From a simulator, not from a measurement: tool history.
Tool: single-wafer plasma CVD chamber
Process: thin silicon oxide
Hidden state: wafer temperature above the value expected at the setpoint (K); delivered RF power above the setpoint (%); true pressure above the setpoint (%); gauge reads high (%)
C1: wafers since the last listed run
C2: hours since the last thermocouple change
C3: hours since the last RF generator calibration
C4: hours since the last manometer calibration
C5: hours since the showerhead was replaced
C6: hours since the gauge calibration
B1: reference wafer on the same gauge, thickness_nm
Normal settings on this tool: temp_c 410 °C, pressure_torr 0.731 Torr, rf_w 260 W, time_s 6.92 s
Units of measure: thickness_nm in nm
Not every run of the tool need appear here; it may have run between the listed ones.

Run 1, hour 0: usual settings; C1 0; C2 3120.8; C3 2164.4; C4 1812.8; C5 5121.5; C6 17.2; B1 10.992. Result: thickness_nm 10.217 nm.
Run 2, hour 7.4: usual settings; C1 202; C2 3128.2; C3 2171.8; C4 1820.2; C5 5128.9; C6 24.6; B1 10.998. Result: thickness_nm 10.184 nm.
Run 3, hour 18.9: usual settings; C1 314; C2 3139.7; C3 2183.3; C4 1831.7; C5 5140.4; C6 36.1; B1 11.003. Result: thickness_nm 10.091 nm.
Run 4, hour 27.7: usual settings; C1 240; C2 3148.5; C3 2192.1; C4 1840.5; C5 5149.2; C6 44.9; B1 11.004. Result: thickness_nm 10.222 nm.
Run 5, hour 38.6: usual settings but rf_w 305 W, time_s 5.97 s; C1 298; C2 3159.4; C3 2203; C4 1851.4; C5 5160.1; C6 55.8; B1 10.997. Result: thickness_nm 9.271 nm.
At hour 46.6: showerhead replaced.
At hour 56.7: thermocouple changed; heater temperature recalibrated.
Run 6, hour 57.2: usual settings but rf_w 235 W; C1 71; C2 0.5; C3 2221.6; C4 1870; C5 10.6; C6 74.4; B1 10.995. Result: thickness_nm 9.797 nm.
Run 7, hour 69.5: usual settings but pressure_torr 0.629 Torr; C1 336; C2 12.8; C3 2233.9; C4 1882.3; C5 22.9; C6 86.7; B1 10.999. Result: thickness_nm 8.681 nm.
At hour 79: capacitance manometer re-zeroed and calibrated.
Run 8, hour 83.3: usual settings but temp_c 406 °C, pressure_torr 0.82 Torr, rf_w 215 W; C1 158; C2 26.6; C3 2247.7; C4 4.3; C5 36.7; C6 100.5; B1 10.998. Result: thickness_nm 11.379 nm.
At hour 99.1: RF generator calibrated.
Run 9, hour 99.6: usual settings but pressure_torr 0.638 Torr; C1 227; C2 42.9; C3 0.5; C4 20.6; C5 53; C6 116.8; B1 11.004. Result: thickness_nm 9.543 nm.
Run 10, hour 112.6: usual settings but temp_c 402 °C, pressure_torr 0.849 Torr, time_s 6.51 s; C1 355; C2 55.9; C3 13.5; C4 33.6; C5 66; C6 129.8; B1 10.998. Result: thickness_nm 11.857 nm.
Run 11, hour 125.7: usual settings but time_s 5.72 s; C1 358; C2 69; C3 26.6; C4 46.7; C5 79.1; C6 142.9; B1 10.982. Result: thickness_nm 8.991 nm.
Run 12, hour 133.1: usual settings but pressure_torr 0.853 Torr, time_s 7.84 s; C1 202; C2 76.4; C3 34; C4 54.1; C5 86.5; C6 150.3; B1 11.004. Result: thickness_nm 14.207 nm.
Run 13, hour 147.8: usual settings; C1 402; C2 91.1; C3 48.7; C4 68.8; C5 101.2; C6 165; B1 10.982. Result: thickness_nm 10.835 nm.
Run 14, hour 158.5: usual settings; C1 292; C2 101.8; C3 59.4; C4 79.5; C5 111.9; C6 175.7; B1 11.005. Result: thickness_nm 10.805 nm.
Run 15, hour 172.3: usual settings but pressure_torr 0.858 Torr; C1 377; C2 115.6; C3 73.2; C4 93.3; C5 125.7; C6 189.5; B1 11.009. Result: thickness_nm 12.487 nm.
Run 16, hour 212.3: usual settings but temp_c 416 °C, rf_w 290 W, time_s 7.6 s; C1 1094; C2 155.6; C3 113.2; C4 133.3; C5 165.7; C6 229.5; B1 10.999. Result: thickness_nm 12.273 nm.
Run 17, hour 224.4: usual settings; C1 331; C2 167.7; C3 125.3; C4 145.4; C5 177.8; C6 241.6; B1 10.988. Result: thickness_nm 10.793 nm.
Run 18, hour 236: usual settings but rf_w 280 W, time_s 7.46 s; C1 317; C2 179.3; C3 136.9; C4 157; C5 189.4; C6 253.2; B1 11.005. Result: thickness_nm 11.928 nm.
Run 19, hour 244.6: usual settings but rf_w 310 W; C1 235; C2 187.9; C3 145.5; C4 165.6; C5 198; C6 261.8; B1 11. Result: thickness_nm 11.436 nm.
Run 20, hour 255.8: usual settings but rf_w 305 W; C1 306; C2 199.1; C3 156.7; C4 176.8; C5 209.2; C6 273; B1 10.998. Result: thickness_nm 11.299 nm.
Run 21, hour 271: usual settings; C1 416; C2 214.3; C3 171.9; C4 192; C5 224.4; C6 288.2; B1 10.987. Result: thickness_nm 10.761 nm.
Run 22, hour 287.1: usual settings; C1 440; C2 230.4; C3 188; C4 208.1; C5 240.5; C6 304.3; B1 11.006. Result: thickness_nm 10.717 nm.
Run 23, hour 298.1: usual settings; C1 301; C2 241.4; C3 199; C4 219.1; C5 251.5; C6 315.3; B1 11. Result: thickness_nm 10.712 nm.
Run 24, hour 306.3: usual settings but time_s 7.4 s; C1 224; C2 249.6; C3 207.2; C4 227.3; C5 259.7; C6 323.5; B1 10.99. Result: thickness_nm 11.488 nm.

Run 25 has not been measured yet. What should we expect?
Run 25, hour 314.8: usual settings but temp_c 417 °C, pressure_torr 0.564 Torr, rf_w 275 W, time_s 8.07 s; C1 232; C2 258.1; C3 215.7; C4 235.8; C5 268.2; C6 332; B1 ?. Result: thickness_nm ?.

B1: 11.008
thickness_nm: 9.756 nm
Had the tool carried no hidden state, the very same run would have given thickness_nm 10.002 nm.

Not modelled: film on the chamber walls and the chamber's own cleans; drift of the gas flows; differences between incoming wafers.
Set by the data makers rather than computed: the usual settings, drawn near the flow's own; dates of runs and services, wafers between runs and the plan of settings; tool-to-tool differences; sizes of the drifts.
